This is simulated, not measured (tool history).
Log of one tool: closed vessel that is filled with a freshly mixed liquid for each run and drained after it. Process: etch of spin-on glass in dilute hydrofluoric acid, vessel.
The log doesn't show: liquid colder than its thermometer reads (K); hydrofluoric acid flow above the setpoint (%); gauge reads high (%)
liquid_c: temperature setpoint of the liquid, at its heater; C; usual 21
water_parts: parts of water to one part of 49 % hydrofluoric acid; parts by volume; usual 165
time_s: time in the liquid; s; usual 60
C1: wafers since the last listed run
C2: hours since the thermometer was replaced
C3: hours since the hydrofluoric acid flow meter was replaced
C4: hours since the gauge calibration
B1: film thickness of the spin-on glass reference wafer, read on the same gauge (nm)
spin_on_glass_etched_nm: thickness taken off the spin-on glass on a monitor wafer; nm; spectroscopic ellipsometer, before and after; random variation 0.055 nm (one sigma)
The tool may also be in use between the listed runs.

run 1 day=0 | liquid_c=21 water_parts=215 time_s=45 | C1=0 C2=629.9 C3=587.9 C4=193.3 | B1=60.03 | spin_on_glass_etched_nm=3.88
run 2 day=1.408 | liquid_c=21 water_parts=165 time_s=60 | C1=3330 C2=663.7 C3=621.7 C4=227.1 | B1=59.98 | spin_on_glass_etched_nm=7.13
run 3 day=1.775 | liquid_c=21 water_parts=165 time_s=60 | C1=867 C2=672.5 C3=630.5 C4=235.9 | B1=60.02 | spin_on_glass_etched_nm=7.14
run 4 day=2.25 | liquid_c=21 water_parts=165 time_s=60 | C1=1123 C2=683.9 C3=641.9 C4=247.3 | B1=60.01 | spin_on_glass_etched_nm=7.04
run 5 day=2.858 | liquid_c=21 water_parts=165 time_s=45 | C1=1438 C2=698.5 C3=656.5 C4=261.9 | B1=59.99 | spin_on_glass_etched_nm=5.41
run 6 day=3.45 | liquid_c=21 water_parts=165 time_s=45 | C1=1399 C2=712.7 C3=670.7 C4=276.1 | B1=60.04 | spin_on_glass_etched_nm=5.41
run 7 day=4 | liquid_c=21 water_parts=165 time_s=45 | C1=1300 C2=725.9 C3=683.9 C4=289.3 | B1=59.94 | spin_on_glass_etched_nm=5.37
run 8 day=4.329 | liquid_c=21 water_parts=105 time_s=60 | C1=778 C2=733.8 C3=691.8 C4=297.2 | B1=60.03 | spin_on_glass_etched_nm=11.96
run 9 day=4.717 | liquid_c=21 water_parts=165 time_s=60 | C1=916 C2=743.1 C3=701.1 C4=306.5 | B1=59.94 | spin_on_glass_etched_nm=7.18
run 10 day=5.288 | liquid_c=21 water_parts=165 time_s=60 | C1=1349 C2=756.8 C3=714.8 C4=320.2 | B1=59.98 | spin_on_glass_etched_nm=7.21
-- day=5.712 thermometer replaced
run 11 day=5.754 | liquid_c=21 water_parts=165 time_s=60 | C1=1005 C2=1 C3=726 C4=331.4 | B1=60.02 | spin_on_glass_etched_nm=7.87
run 12 day=6.404 | liquid_c=19 water_parts=165 time_s=60 | C1=1537 C2=16.6 C3=741.6 C4=347 | B1=59.98 | spin_on_glass_etched_nm=7.32
-- day=6.821 hydrofluoric acid flow meter replaced
run 13 day=7.1 | liquid_c=19 water_parts=165 time_s=60 | C1=1546 C2=33.3 C3=6.7 C4=363.7 | B1=59.98 | spin_on_glass_etched_nm=6.34
run 14 day=7.817 | liquid_c=21 water_parts=165 time_s=40 | C1=1694 C2=50.5 C3=23.9 C4=380.9 | B1=59.98 | spin_on_glass_etched_nm=4.58
run 15 day=8.542 | liquid_c=21 water_parts=165 time_s=40 | C1=1714 C2=67.9 C3=41.3 C4=398.3 | B1=59.97 | spin_on_glass_etched_nm=4.57
run 16 day=9.033 | liquid_c=22.5 water_parts=165 time_s=60 | C1=1162 C2=79.7 C3=53.1 C4=410.1 | B1=60.01 | spin_on_glass_etched_nm=7.26
run 17 day=9.7 | liquid_c=17 water_parts=105 time_s=90 | C1=1576 C2=95.7 C3=69.1 C4=426.1 | B1=59.96 | spin_on_glass_etched_nm=14.51
-- day=10.329 gauge calibrated
run 18 day=10.383 | liquid_c=21 water_parts=165 time_s=60 | C1=1615 C2=112.1 C3=85.5 C4=1.3 | B1=59.98 | spin_on_glass_etched_nm=7.04
run 19 day=10.904 | liquid_c=24.5 water_parts=105 time_s=60 | C1=1231 C2=124.6 C3=98 C4=13.8 | B1=60 | spin_on_glass_etched_nm=13.48
run 20 day=11.65 | liquid_c=21 water_parts=165 time_s=30 | C1=1763 C2=142.5 C3=115.9 C4=31.7 | B1=60.01 | spin_on_glass_etched_nm=3.47
run 21 day=12 | liquid_c=21 water_parts=140 time_s=60 | C1=827 C2=150.9 C3=124.3 C4=40.1 | B1=59.99 | spin_on_glass_etched_nm=8.4
run 22 day=12.488 | liquid_c=21 water_parts=165 time_s=60 | C1=1152 C2=162.6 C3=136 C4=51.8 | B1=60.07 | spin_on_glass_etched_nm=6.88
run 23 day=12.783 | liquid_c=19 water_parts=165 time_s=35 | C1=699 C2=169.7 C3=143.1 C4=58.9 | B1=59.99 | spin_on_glass_etched_nm=3.76
run 24 day=13.304 | liquid_c=21 water_parts=165 time_s=60 | C1=1231 C2=182.2 C3=155.6 C4=71.4 | B1=59.96 | spin_on_glass_etched_nm=6.9
run 25 day=13.917 | liquid_c=24.5 water_parts=105 time_s=60 | C1=1448 C2=196.9 C3=170.3 C4=86.1 | B1=59.95 | spin_on_glass_etched_nm=13.48
run 26 day=14.421 | liquid_c=18 water_parts=110 time_s=85 | C1=1192 C2=209 C3=182.4 C4=98.2 | B1=60.01 | spin_on_glass_etched_nm=13.76
run 27 day=15.146 | liquid_c=21 water_parts=165 time_s=85 | C1=1714 C2=226.4 C3=199.8 C4=115.6 | B1=59.97 | spin_on_glass_etched_nm=9.79
run 28 day=15.708 | liquid_c=17 water_parts=165 time_s=85 | C1=1330 C2=239.9 C3=213.3 C4=129.1 | B1=60.04 | spin_on_glass_etched_nm=8.58

Forecast run 29:
run 29 day=16.429 | liquid_c=25 water_parts=200 time_s=80 | C1=1704 C2=257.2 C3=230.6 C4=146.4 | B1=? | spin_on_glass_etched_nm=?

Run 29 gave B1 60.01, spin_on_glass_etched_nm 8.64 nm.
Without the tool's hidden state the same run would have given spin_on_glass_etched_nm 8.51 nm.
